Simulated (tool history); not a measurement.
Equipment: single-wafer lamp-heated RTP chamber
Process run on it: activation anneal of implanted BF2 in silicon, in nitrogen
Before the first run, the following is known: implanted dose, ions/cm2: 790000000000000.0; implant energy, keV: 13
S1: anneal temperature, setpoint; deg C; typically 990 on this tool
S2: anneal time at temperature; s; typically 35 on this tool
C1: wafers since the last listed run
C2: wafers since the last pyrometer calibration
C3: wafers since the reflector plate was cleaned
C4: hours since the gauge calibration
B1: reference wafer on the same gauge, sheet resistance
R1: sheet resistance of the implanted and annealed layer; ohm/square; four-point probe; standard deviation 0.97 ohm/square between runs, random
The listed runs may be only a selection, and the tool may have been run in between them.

run 1 hour=0.0 | S1=1001 S2=35 | C1=0 C2=4245 C3=4245 C4=910.1 | B1=267.91 | R1=242.07
-- hour=34.0 pyrometer window cleaned and pyrometer calibrated
run 2 hour=68.3 | S1=1001 S2=35 | C1=527 C2=300 C3=4772 C4=978.4 | B1=268.14 | R1=242.03
run 3 hour=249.6 | S1=990 S2=35 | C1=1587 C2=1887 C3=6360 C4=1159.7 | B1=268.19 | R1=258.52
run 4 hour=350.6 | S1=990 S2=35 | C1=884 C2=2771 C3=7244 C4=1260.7 | B1=267.91 | R1=257.21
run 5 hour=438.9 | S1=990 S2=35 | C1=772 C2=3544 C3=8017 C4=1349.0 | B1=268.06 | R1=255.32
-- hour=525.9 reflector plate cleaned
-- hour=538.0 pyrometer window cleaned and pyrometer calibrated
run 6 hour=538.5 | S1=990 S2=35 | C1=731 C2=4 C3=40 C4=1448.6 | B1=268.05 | R1=263.50
run 7 hour=605.2 | S1=971 S2=35 | C1=583 C2=588 C3=624 C4=1515.3 | B1=268.01 | R1=299.84
run 8 hour=679.0 | S1=971 S2=35 | C1=646 C2=1234 C3=1270 C4=1589.1 | B1=267.99 | R1=300.38
run 9 hour=718.2 | S1=990 S2=22 | C1=343 C2=1577 C3=1613 C4=1628.3 | B1=267.99 | R1=281.13
-- hour=720.7 gauge calibrated
run 10 hour=780.0 | S1=990 S2=22 | C1=541 C2=2118 C3=2154 C4=59.3 | B1=268.03 | R1=282.79
run 11 hour=838.7 | S1=997 S2=24 | C1=513 C2=2632 C3=2668 C4=118.0 | B1=267.97 | R1=263.91
run 12 hour=915.1 | S1=990 S2=35 | C1=668 C2=3301 C3=3337 C4=194.4 | B1=267.89 | R1=262.04
run 13 hour=970.1 | S1=990 S2=35 | C1=481 C2=3782 C3=3818 C4=249.4 | B1=268.16 | R1=259.67
-- hour=1050.1 pyrometer window cleaned and pyrometer calibrated
run 14 hour=1077.2 | S1=990 S2=35 | C1=867 C2=237 C3=4686 C4=356.5 | B1=268.21 | R1=258.71
run 15 hour=1115.2 | S1=971 S2=35 | C1=332 C2=569 C3=5018 C4=394.5 | B1=267.98 | R1=298.52
run 16 hour=1179.6 | S1=961 S2=15 | C1=563 C2=1133 C3=5582 C4=458.9 | B1=267.90 | R1=364.29
run 17 hour=1227.7 | S1=990 S2=35 | C1=421 C2=1554 C3=6003 C4=507.0 | B1=268.06 | R1=259.04
run 18 hour=1295.1 | S1=990 S2=48 | C1=590 C2=2144 C3=6593 C4=574.4 | B1=268.15 | R1=245.89
run 19 hour=1360.1 | S1=990 S2=35 | C1=569 C2=2713 C3=7162 C4=639.4 | B1=267.87 | R1=256.39
run 20 hour=1422.1 | S1=1019 S2=44 | C1=542 C2=3256 C3=7705 C4=701.4 | B1=268.10 | R1=207.37
run 21 hour=1478.1 | S1=1015 S2=49 | C1=490 C2=3746 C3=8195 C4=757.4 | B1=267.80 | R1=209.32
run 22 hour=1514.4 | S1=1013 S2=35 | C1=317 C2=4064 C3=8513 C4=793.7 | B1=268.02 | R1=220.38
-- hour=1556.1 reflector plate cleaned
-- hour=1616.3 pyrometer window cleaned and pyrometer calibrated
run 23 hour=1622.1 | S1=997 S2=24 | C1=802 C2=51 C3=507 C4=901.4 | B1=267.98 | R1=263.47
run 24 hour=1761.0 | S1=1011 S2=45 | C1=1215 C2=1267 C3=1723 C4=1040.3 | B1=268.21 | R1=221.60
run 25 hour=1844.3 | S1=1006 S2=16 | C1=729 C2=1996 C3=2453 C4=1123.6 | B1=267.97 | R1=264.91
run 26 hour=1899.0 | S1=990 S2=23 | C1=478 C2=2475 C3=2931 C4=1178.3 | B1=268.10 | R1=278.98
run 27 hour=1940.7 | S1=990 S2=41 | C1=365 C2=2840 C3=3296 C4=1220.0 | B1=268.02 | R1=254.19
run 28 hour=2013.4 | S1=978 S2=50 | C1=636 C2=3476 C3=3933 C4=1292.7 | B1=267.80 | R1=267.52
-- hour=2061.3 pyrometer window cleaned and pyrometer calibrated
run 29 hour=2087.2 | S1=977 S2=21 | C1=576 C2=226 C3=4509 C4=1366.5 | B1=267.92 | R1=309.07

Forecast each of these 3 alternatives for the next run:
run A hour=2087.6 | S1=990 S2=51 | C1=3 C2=229 C3=4512 C4=1366.9 | B1=? | R1=?
run B hour=2087.6 | S1=1015 S2=25 | C1=3 C2=229 C3=4512 C4=1366.9 | B1=? | R1=?
run C hour=2087.6 | S1=966 S2=43 | C1=3 C2=229 C3=4512 C4=1366.9 | B1=? | R1=?

run=A B1=268.03 R1=245.47
run=B B1=268.03 R1=233.86
run=C B1=268.03 R1=300.26
Stripped of hidden state, with their random variation kept, the same runs would have yielded:
run=A R1=248.98
run=B R1=236.62
run=C R1=305.48

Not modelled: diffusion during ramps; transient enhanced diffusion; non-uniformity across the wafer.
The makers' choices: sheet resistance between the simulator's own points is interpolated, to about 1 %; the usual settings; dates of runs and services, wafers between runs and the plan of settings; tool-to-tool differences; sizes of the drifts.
